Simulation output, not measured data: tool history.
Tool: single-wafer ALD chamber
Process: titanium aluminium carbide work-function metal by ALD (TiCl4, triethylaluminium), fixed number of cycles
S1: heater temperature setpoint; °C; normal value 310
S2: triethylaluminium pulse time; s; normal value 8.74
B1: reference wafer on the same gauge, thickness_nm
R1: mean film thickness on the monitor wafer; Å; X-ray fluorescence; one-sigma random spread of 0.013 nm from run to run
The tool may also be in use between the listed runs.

{"run": 1, "hour": 0.0, "S1": 310, "S2": 8.74, "B1": 2.137, "R1": 22.24}
{"run": 2, "hour": 54.5, "S1": 310, "S2": 8.74, "B1": 2.13, "R1": 21.96}
{"run": 3, "hour": 81.6, "S1": 310, "S2": 8.74, "B1": 2.132, "R1": 22.15}
{"run": 4, "hour": 151.0, "S1": 310, "S2": 8.74, "B1": 2.125, "R1": 22.16}
{"run": 5, "hour": 211.7, "S1": 310, "S2": 8.74, "B1": 2.127, "R1": 21.92}
{"run": 6, "hour": 278.9, "S1": 310, "S2": 8.74, "B1": 2.126, "R1": 22.07}
{"run": 7, "hour": 330.7, "S1": 310, "S2": 8.74, "B1": 2.125, "R1": 21.73}
{"run": 8, "hour": 400.0, "S1": 310, "S2": 8.74, "B1": 2.133, "R1": 21.44}
{"run": 9, "hour": 433.8, "S1": 310, "S2": 8.74, "B1": 2.127, "R1": 21.45}
{"run": 10, "hour": 494.4, "S1": 310, "S2": 8.74, "B1": 2.124, "R1": 21.37}
{"hour": 512.9, "done": "triethylaluminium bottle replaced"}
{"run": 11, "hour": 547.5, "S1": 303, "S2": 8.74, "B1": 2.127, "R1": 20.33}
{"run": 12, "hour": 618.0, "S1": 310, "S2": 6.33, "B1": 2.133, "R1": 18.46}
{"hour": 642.2, "done": "showerhead replaced"}
{"run": 13, "hour": 689.9, "S1": 310, "S2": 8.74, "B1": 2.13, "R1": 20.86}
{"run": 14, "hour": 717.5, "S1": 310, "S2": 8.74, "B1": 2.135, "R1": 20.67}
{"hour": 774.7, "done": "triethylaluminium bottle replaced, repeated, since the last time left the tool worse"}
{"run": 15, "hour": 775.2, "S1": 319, "S2": 8.74, "B1": 2.135, "R1": 22.93}
{"run": 16, "hour": 821.0, "S1": 310, "S2": 8.74, "B1": 2.128, "R1": 22.14}
{"hour": 855.0, "done": "thermocouple changed; heater temperature recalibrated"}
{"run": 17, "hour": 890.5, "S1": 314, "S2": 7.49, "B1": 2.13, "R1": 21.71}
{"run": 18, "hour": 921.5, "S1": 302, "S2": 10.74, "B1": 2.127, "R1": 22.01}
{"hour": 942.1, "done": "gauge calibrated"}
{"run": 19, "hour": 945.6, "S1": 296, "S2": 10.19, "B1": 2.137, "R1": 21.39}
{"run": 20, "hour": 1005.1, "S1": 317, "S2": 11.46, "B1": 2.133, "R1": 23.38}
{"run": 21, "hour": 1042.7, "S1": 304, "S2": 8.74, "B1": 2.131, "R1": 21.42}

What will run 22 give?
{"run": 22, "hour": 1110.9, "S1": 310, "S2": 8.74, "B1": "?", "R1": "?"}

B1: 2.133
R1: 21.8 Å
Take away the tool's hidden state, keep the run-to-run variation as it was, and the same run would have given R1 22.01 Å.

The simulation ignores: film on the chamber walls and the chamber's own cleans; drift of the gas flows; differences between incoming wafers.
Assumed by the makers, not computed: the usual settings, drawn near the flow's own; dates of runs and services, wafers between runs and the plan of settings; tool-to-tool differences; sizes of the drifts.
